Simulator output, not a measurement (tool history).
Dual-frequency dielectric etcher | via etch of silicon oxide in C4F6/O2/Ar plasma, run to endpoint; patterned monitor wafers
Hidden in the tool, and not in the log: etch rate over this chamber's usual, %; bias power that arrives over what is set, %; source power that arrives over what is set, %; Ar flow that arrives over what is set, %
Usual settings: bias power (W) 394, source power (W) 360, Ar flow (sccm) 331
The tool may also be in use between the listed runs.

| run | day | bias power (W) | source power (W) | Ar flow (sccm) | wafers since the last listed run | hours since the last wet clean | hours since the last bias power generator calibration | hours since the last source power generator calibration | hours since the last Ar flow controller change | hours since the last upper electrode change | incoming incoming film thickness, nm | endpoint time (s) |
|---|---|---|---|---|---|---|---|---|---|---|---|---|
| 1 | 0.000 | 394 | 360 | 303 | 0 | 528.3 | 5160.3 | 3430.3 | 2220.1 | 2015.8 | 121.3 | 31.2 |
| 2 | 0.458 | 394 | 360 | 303 | 107 | 539.3 | 5171.3 | 3441.3 | 2231.1 | 2026.8 | 121.2 | 31.3 |
| 3 | 0.942 | 394 | 360 | 363 | 112 | 550.9 | 5182.9 | 3452.9 | 2242.7 | 2038.4 | 120.3 | 32.0 |
| 4 | 1.371 | 394 | 360 | 363 | 100 | 561.2 | 5193.2 | 3463.2 | 2253.0 | 2048.7 | 121.1 | 32.0 |
| 5 | 1.712 | 394 | 360 | 363 | 79 | 569.4 | 5201.4 | 3471.4 | 2261.2 | 2056.9 | 120.2 | 31.7 |
| 6 | 2.342 | 394 | 360 | 331 | 147 | 584.5 | 5216.5 | 3486.5 | 2276.3 | 2072.0 | 120.3 | 31.4 |
| 7 | 2.988 | 394 | 360 | 331 | 150 | 600.0 | 5232.0 | 3502.0 | 2291.8 | 2087.5 | 119.8 | 31.0 |
| 8 | 3.725 | 424 | 320 | 331 | 172 | 617.7 | 5249.7 | 3519.7 | 2309.5 | 2105.2 | 120.2 | 31.9 |
| 9 | 4.104 | 424 | 320 | 331 | 88 | 626.8 | 5258.8 | 3528.8 | 2318.6 | 2114.3 | 120.9 | 32.2 |
| 10 | 4.633 | 394 | 360 | 331 | 123 | 639.5 | 5271.5 | 3541.5 | 2331.3 | 2127.0 | 120.5 | 31.3 |
| 11 | 5.283 | 394 | 360 | 331 | 151 | 655.1 | 5287.1 | 3557.1 | 2346.9 | 2142.6 | 121.8 | 31.6 |
|  | 6.550 | wet clean of the chamber |
|  | 6.604 | source power generator calibrated |
| 12 | 6.625 | 394 | 360 | 331 | 66 | 1.8 | 5319.3 | 0.5 | 2379.1 | 2174.8 | 120.5 | 33.1 |
| 13 | 6.638 | 394 | 360 | 331 | 2 | 2.1 | 5319.6 | 0.8 | 2379.4 | 2175.1 | 122.2 | 33.3 |

The next listed run, before its measurement:
| 14 | 6.938 | 462 | 300 | 414 | 70 | 9.3 | 5326.8 | 8.0 | 2386.6 | 2182.3 | 121.1 | ? |

endpoint time (s): 35.0
Without the tool's hidden state the same run would have given endpoint time (s) 35.2.
